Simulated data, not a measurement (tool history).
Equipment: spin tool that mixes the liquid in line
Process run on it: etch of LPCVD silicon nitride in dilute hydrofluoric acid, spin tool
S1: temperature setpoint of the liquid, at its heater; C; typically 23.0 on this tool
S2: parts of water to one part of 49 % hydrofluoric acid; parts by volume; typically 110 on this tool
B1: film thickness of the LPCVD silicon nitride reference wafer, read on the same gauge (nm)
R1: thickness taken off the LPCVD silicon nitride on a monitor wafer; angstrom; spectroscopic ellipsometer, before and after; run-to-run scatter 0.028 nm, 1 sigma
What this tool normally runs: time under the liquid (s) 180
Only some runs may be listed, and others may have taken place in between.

run 1 hour=0.0 | S1=23.0 S2=110 time_under_the_liquid_(s)=180 | B1=50.003 | R1=8.33
run 2 hour=7.1 | S1=23.0 S2=110 time_under_the_liquid_(s)=180 | B1=49.978 | R1=8.67
run 3 hour=14.4 | S1=23.0 S2=110 time_under_the_liquid_(s)=180 | B1=49.958 | R1=8.88
run 4 hour=28.8 | S1=27.0 S2=110 time_under_the_liquid_(s)=220 | B1=50.001 | R1=14.00
run 5 hour=46.4 | S1=25.5 S2=110 time_under_the_liquid_(s)=180 | B1=49.974 | R1=10.19
run 6 hour=63.5 | S1=25.5 S2=110 time_under_the_liquid_(s)=180 | B1=49.992 | R1=9.97
run 7 hour=69.6 | S1=25.5 S2=110 time_under_the_liquid_(s)=180 | B1=49.995 | R1=9.49
run 8 hour=85.4 | S1=23.0 S2=150 time_under_the_liquid_(s)=180 | B1=50.018 | R1=6.10
run 9 hour=97.4 | S1=23.0 S2=150 time_under_the_liquid_(s)=180 | B1=49.950 | R1=6.19
run 10 hour=106.7 | S1=23.0 S2=150 time_under_the_liquid_(s)=180 | B1=50.007 | R1=5.86
run 11 hour=119.7 | S1=23.0 S2=110 time_under_the_liquid_(s)=115 | B1=50.000 | R1=5.45
-- hour=133.6 gauge calibrated
-- hour=146.4 thermometer replaced
run 12 hour=149.9 | S1=23.0 S2=110 time_under_the_liquid_(s)=115 | B1=49.986 | R1=5.88
run 13 hour=167.6 | S1=23.0 S2=110 time_under_the_liquid_(s)=115 | B1=50.013 | R1=5.82
run 14 hour=177.6 | S1=23.0 S2=110 time_under_the_liquid_(s)=180 | B1=50.033 | R1=9.28
run 15 hour=193.3 | S1=23.0 S2=110 time_under_the_liquid_(s)=180 | B1=50.031 | R1=9.00
run 16 hour=208.5 | S1=18.5 S2=110 time_under_the_liquid_(s)=255 | B1=50.012 | R1=9.31
-- hour=221.7 hydrofluoric acid flow meter replaced
run 17 hour=222.0 | S1=24.5 S2=155 time_under_the_liquid_(s)=100 | B1=49.993 | R1=4.21
run 18 hour=228.6 | S1=23.0 S2=110 time_under_the_liquid_(s)=140 | B1=50.036 | R1=7.07
run 19 hour=243.6 | S1=23.0 S2=110 time_under_the_liquid_(s)=135 | B1=49.975 | R1=6.78
run 20 hour=250.0 | S1=23.0 S2=90 time_under_the_liquid_(s)=180 | B1=49.994 | R1=11.06
run 21 hour=284.7 | S1=21.0 S2=110 time_under_the_liquid_(s)=180 | B1=49.964 | R1=7.81
run 22 hour=299.3 | S1=26.0 S2=155 time_under_the_liquid_(s)=180 | B1=49.973 | R1=7.91
run 23 hour=315.9 | S1=27.0 S2=110 time_under_the_liquid_(s)=220 | B1=49.950 | R1=14.44
run 24 hour=333.2 | S1=25.5 S2=110 time_under_the_liquid_(s)=180 | B1=50.020 | R1=10.20
run 25 hour=349.5 | S1=23.0 S2=110 time_under_the_liquid_(s)=180 | B1=49.998 | R1=9.11
run 26 hour=356.2 | S1=23.0 S2=110 time_under_the_liquid_(s)=180 | B1=49.975 | R1=9.24
run 27 hour=406.2 | S1=26.0 S2=110 time_under_the_liquid_(s)=90 | B1=50.036 | R1=5.29
run 28 hour=412.2 | S1=21.0 S2=110 time_under_the_liquid_(s)=180 | B1=49.985 | R1=7.67
run 29 hour=423.3 | S1=23.0 S2=160 time_under_the_liquid_(s)=95 | B1=50.021 | R1=3.18
run 30 hour=438.2 | S1=19.5 S2=110 time_under_the_liquid_(s)=120 | B1=50.004 | R1=4.36
run 31 hour=444.6 | S1=18.5 S2=140 time_under_the_liquid_(s)=180 | B1=50.038 | R1=4.76
run 32 hour=453.2 | S1=19.0 S2=65 time_under_the_liquid_(s)=130 | B1=49.965 | R1=7.83
run 33 hour=466.6 | S1=25.0 S2=110 time_under_the_liquid_(s)=260 | B1=50.010 | R1=13.81

Exercise: give the hidden state of the tool at every run:
hydrofluoric acid flow below the setpoint (%): 0 in every run
gauge reads high (%): 0 in every run
H1: liquid colder than its thermometer reads (K)
run=1 H1=1.66
run=2 H1=1.69
run=3 H1=1.72
run=4 H1=1.78
run=5 H1=1.86
run=6 H1=1.93
run=7 H1=1.96
run=8 H1=2.02
run=9 H1=2.07
run=10 H1=2.11
run=11 H1=2.17
run=12 H1=0.263
run=13 H1=0.338
run=14 H1=0.38
run=15 H1=0.447
run=16 H1=0.511
run=17 H1=0.568
run=18 H1=0.596
run=19 H1=0.66
run=20 H1=0.687
run=21 H1=0.834
run=22 H1=0.896
run=23 H1=0.966
run=24 H1=1.04
run=25 H1=1.11
run=26 H1=1.14
run=27 H1=1.35
run=28 H1=1.37
run=29 H1=1.42
run=30 H1=1.48
run=31 H1=1.51
run=32 H1=1.55
run=33 H1=1.6
